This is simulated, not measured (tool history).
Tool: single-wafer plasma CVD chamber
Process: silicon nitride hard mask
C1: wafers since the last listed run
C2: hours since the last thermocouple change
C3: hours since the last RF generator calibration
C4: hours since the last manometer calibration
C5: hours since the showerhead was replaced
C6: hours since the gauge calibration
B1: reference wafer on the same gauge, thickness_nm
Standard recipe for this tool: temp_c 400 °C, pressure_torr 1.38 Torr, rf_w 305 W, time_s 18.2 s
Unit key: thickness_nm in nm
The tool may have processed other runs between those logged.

{"run": 1, "hour": 0.0, "temp_c": 400, "pressure_torr": 1.38, "rf_w": 285, "time_s": 18.2, "C1": 0, "C2": 2422.9, "C3": 1528.4, "C4": 1188.8, "C5": 3833.9, "C6": 1421.9, "B1": 23.984, "thickness_nm": 19.989}
{"hour": 119.8, "done": "RF generator calibrated"}
{"run": 2, "hour": 144.2, "temp_c": 400, "pressure_torr": 1.48, "rf_w": 305, "time_s": 18.2, "C1": 3350, "C2": 2567.1, "C3": 24.4, "C4": 1333.0, "C5": 3978.1, "C6": 1566.1, "B1": 23.959, "thickness_nm": 20.78}
{"run": 3, "hour": 197.2, "temp_c": 400, "pressure_torr": 1.48, "rf_w": 305, "time_s": 18.2, "C1": 1303, "C2": 2620.1, "C3": 77.4, "C4": 1386.0, "C5": 4031.1, "C6": 1619.1, "B1": 24.037, "thickness_nm": 20.768}
{"run": 4, "hour": 224.2, "temp_c": 400, "pressure_torr": 1.48, "rf_w": 305, "time_s": 18.2, "C1": 664, "C2": 2647.1, "C3": 104.4, "C4": 1413.0, "C5": 4058.1, "C6": 1646.1, "B1": 23.957, "thickness_nm": 20.814}
{"hour": 279.7, "done": "thermocouple changed; heater temperature recalibrated"}
{"run": 5, "hour": 415.2, "temp_c": 400, "pressure_torr": 1.38, "rf_w": 305, "time_s": 19.2, "C1": 4501, "C2": 135.5, "C3": 295.4, "C4": 1604.0, "C5": 4249.1, "C6": 1837.1, "B1": 23.985, "thickness_nm": 21.733}
{"run": 6, "hour": 456.4, "temp_c": 400, "pressure_torr": 1.7, "rf_w": 305, "time_s": 16.7, "C1": 1013, "C2": 176.7, "C3": 336.6, "C4": 1645.2, "C5": 4290.3, "C6": 1878.3, "B1": 23.966, "thickness_nm": 20.065}
{"run": 7, "hour": 525.4, "temp_c": 406, "pressure_torr": 1.04, "rf_w": 280, "time_s": 17.1, "C1": 1697, "C2": 245.7, "C3": 405.6, "C4": 1714.2, "C5": 4359.3, "C6": 1947.3, "B1": 23.99, "thickness_nm": 17.132}
{"run": 8, "hour": 565.2, "temp_c": 400, "pressure_torr": 1.38, "rf_w": 345, "time_s": 18.2, "C1": 979, "C2": 285.5, "C3": 445.4, "C4": 1754.0, "C5": 4399.1, "C6": 1987.1, "B1": 24.01, "thickness_nm": 21.449}
{"run": 9, "hour": 612.0, "temp_c": 400, "pressure_torr": 1.38, "rf_w": 305, "time_s": 15.1, "C1": 1151, "C2": 332.3, "C3": 492.2, "C4": 1800.8, "C5": 4445.9, "C6": 2033.9, "B1": 24.0, "thickness_nm": 16.863}
{"run": 10, "hour": 660.4, "temp_c": 400, "pressure_torr": 1.38, "rf_w": 305, "time_s": 21.1, "C1": 1190, "C2": 380.7, "C3": 540.6, "C4": 1849.2, "C5": 4494.3, "C6": 2082.3, "B1": 24.048, "thickness_nm": 23.72}
{"hour": 772.6, "done": "gauge calibrated"}
{"hour": 811.1, "done": "showerhead replaced"}
{"run": 11, "hour": 835.4, "temp_c": 400, "pressure_torr": 1.38, "rf_w": 340, "time_s": 18.2, "C1": 4107, "C2": 555.7, "C3": 715.6, "C4": 2024.2, "C5": 24.3, "C6": 62.8, "B1": 23.995, "thickness_nm": 21.409}
{"run": 12, "hour": 882.0, "temp_c": 409, "pressure_torr": 1.38, "rf_w": 305, "time_s": 15.7, "C1": 1146, "C2": 602.3, "C3": 762.2, "C4": 2070.8, "C5": 70.9, "C6": 109.4, "B1": 23.967, "thickness_nm": 17.651}
{"hour": 914.3, "done": "capacitance manometer re-zeroed and calibrated"}
{"run": 13, "hour": 932.3, "temp_c": 394, "pressure_torr": 1.16, "rf_w": 250, "time_s": 16.6, "C1": 1040, "C2": 652.6, "C3": 812.5, "C4": 18.0, "C5": 121.2, "C6": 159.7, "B1": 23.995, "thickness_nm": 16.887}
{"run": 14, "hour": 1099.2, "temp_c": 400, "pressure_torr": 1.38, "rf_w": 330, "time_s": 21.2, "C1": 4105, "C2": 819.5, "C3": 979.4, "C4": 184.9, "C5": 288.1, "C6": 326.6, "B1": 24.004, "thickness_nm": 25.134}
{"run": 15, "hour": 1157.3, "temp_c": 400, "pressure_torr": 1.38, "rf_w": 305, "time_s": 18.2, "C1": 1429, "C2": 877.6, "C3": 1037.5, "C4": 243.0, "C5": 346.2, "C6": 384.7, "B1": 23.941, "thickness_nm": 20.803}
{"run": 16, "hour": 1188.6, "temp_c": 412, "pressure_torr": 1.2, "rf_w": 285, "time_s": 19.8, "C1": 769, "C2": 908.9, "C3": 1068.8, "C4": 274.3, "C5": 377.5, "C6": 416.0, "B1": 24.013, "thickness_nm": 21.16}
{"run": 17, "hour": 1234.2, "temp_c": 400, "pressure_torr": 1.38, "rf_w": 305, "time_s": 18.2, "C1": 1121, "C2": 954.5, "C3": 1114.4, "C4": 319.9, "C5": 423.1, "C6": 461.6, "B1": 23.943, "thickness_nm": 20.826}
{"run": 18, "hour": 1298.3, "temp_c": 396, "pressure_torr": 1.38, "rf_w": 305, "time_s": 21.1, "C1": 1576, "C2": 1018.6, "C3": 1178.5, "C4": 384.0, "C5": 487.2, "C6": 525.7, "B1": 23.951, "thickness_nm": 24.12}
{"run": 19, "hour": 1343.4, "temp_c": 400, "pressure_torr": 1.38, "rf_w": 305, "time_s": 18.2, "C1": 1109, "C2": 1063.7, "C3": 1223.6, "C4": 429.1, "C5": 532.3, "C6": 570.8, "B1": 24.025, "thickness_nm": 20.906}
{"run": 20, "hour": 1382.7, "temp_c": 400, "pressure_torr": 1.62, "rf_w": 305, "time_s": 18.2, "C1": 966, "C2": 1103.0, "C3": 1262.9, "C4": 468.4, "C5": 571.6, "C6": 610.1, "B1": 23.956, "thickness_nm": 21.999}
{"run": 21, "hour": 1422.1, "temp_c": 400, "pressure_torr": 1.38, "rf_w": 355, "time_s": 14.9, "C1": 969, "C2": 1142.4, "C3": 1302.3, "C4": 507.8, "C5": 611.0, "C6": 649.5, "B1": 23.977, "thickness_nm": 18.286}
{"run": 22, "hour": 1474.8, "temp_c": 406, "pressure_torr": 1.38, "rf_w": 305, "time_s": 19.4, "C1": 1296, "C2": 1195.1, "C3": 1355.0, "C4": 560.5, "C5": 663.7, "C6": 702.2, "B1": 24.024, "thickness_nm": 22.122}
{"run": 23, "hour": 1519.3, "temp_c": 386, "pressure_torr": 1.53, "rf_w": 305, "time_s": 18.2, "C1": 1094, "C2": 1239.6, "C3": 1399.5, "C4": 605.0, "C5": 708.2, "C6": 746.7, "B1": 24.031, "thickness_nm": 21.621}
{"hour": 1601.7, "done": "capacitance manometer re-zeroed and calibrated, repeated, since the last time left the tool worse"}
{"run": 24, "hour": 1657.9, "temp_c": 388, "pressure_torr": 1.38, "rf_w": 305, "time_s": 18.2, "C1": 3212, "C2": 1378.2, "C3": 1538.1, "C4": 56.2, "C5": 846.8, "C6": 885.3, "B1": 23.971, "thickness_nm": 20.474}
{"run": 25, "hour": 1689.9, "temp_c": 400, "pressure_torr": 1.38, "rf_w": 305, "time_s": 16.0, "C1": 787, "C2": 1410.2, "C3": 1570.1, "C4": 88.2, "C5": 878.8, "C6": 917.3, "B1": 23.976, "thickness_nm": 17.896}
{"run": 26, "hour": 1726.4, "temp_c": 394, "pressure_torr": 1.23, "rf_w": 355, "time_s": 21.4, "C1": 897, "C2": 1446.7, "C3": 1606.6, "C4": 124.7, "C5": 915.3, "C6": 953.8, "B1": 23.991, "thickness_nm": 24.604}
{"run": 27, "hour": 1762.8, "temp_c": 387, "pressure_torr": 1.58, "rf_w": 270, "time_s": 18.2, "C1": 895, "C2": 1483.1, "C3": 1643.0, "C4": 161.1, "C5": 951.7, "C6": 990.2, "B1": 24.012, "thickness_nm": 20.407}

Below are 5 alternative next runs, each starting from the tool's condition after run 27. Predict each:
{"run": "A", "hour": 1763.2, "temp_c": 400, "pressure_torr": 1.38, "rf_w": 305, "time_s": 18.2, "C1": 9, "C2": 1483.5, "C3": 1643.4, "C4": 161.5, "C5": 952.1, "C6": 990.6, "B1": "?", "thickness_nm": "?"}
{"run": "B", "hour": 1763.2, "temp_c": 396, "pressure_torr": 1.56, "rf_w": 305, "time_s": 18.2, "C1": 9, "C2": 1483.5, "C3": 1643.4, "C4": 161.5, "C5": 952.1, "C6": 990.6, "B1": "?", "thickness_nm": "?"}
{"run": "C", "hour": 1763.2, "temp_c": 392, "pressure_torr": 1.05, "rf_w": 305, "time_s": 15.1, "C1": 9, "C2": 1483.5, "C3": 1643.4, "C4": 161.5, "C5": 952.1, "C6": 990.6, "B1": "?", "thickness_nm": "?"}
{"run": "D", "hour": 1763.2, "temp_c": 406, "pressure_torr": 1.38, "rf_w": 330, "time_s": 18.2, "C1": 9, "C2": 1483.5, "C3": 1643.4, "C4": 161.5, "C5": 952.1, "C6": 990.6, "B1": "?", "thickness_nm": "?"}
{"run": "E", "hour": 1763.2, "temp_c": 409, "pressure_torr": 1.65, "rf_w": 255, "time_s": 18.2, "C1": 9, "C2": 1483.5, "C3": 1643.4, "C4": 161.5, "C5": 952.1, "C6": 990.6, "B1": "?", "thickness_nm": "?"}

run=A B1=23.974 thickness_nm=20.451
run=B B1=23.974 thickness_nm=21.214
run=C B1=23.974 thickness_nm=15.691
run=D B1=23.974 thickness_nm=20.999
run=E B1=23.974 thickness_nm=20.068
Stripped of hidden state, with their random variation kept, the same runs would have yielded:
run=A thickness_nm=20.428
run=B thickness_nm=21.192
run=C thickness_nm=15.672
run=D thickness_nm=20.977
run=E thickness_nm=20.047

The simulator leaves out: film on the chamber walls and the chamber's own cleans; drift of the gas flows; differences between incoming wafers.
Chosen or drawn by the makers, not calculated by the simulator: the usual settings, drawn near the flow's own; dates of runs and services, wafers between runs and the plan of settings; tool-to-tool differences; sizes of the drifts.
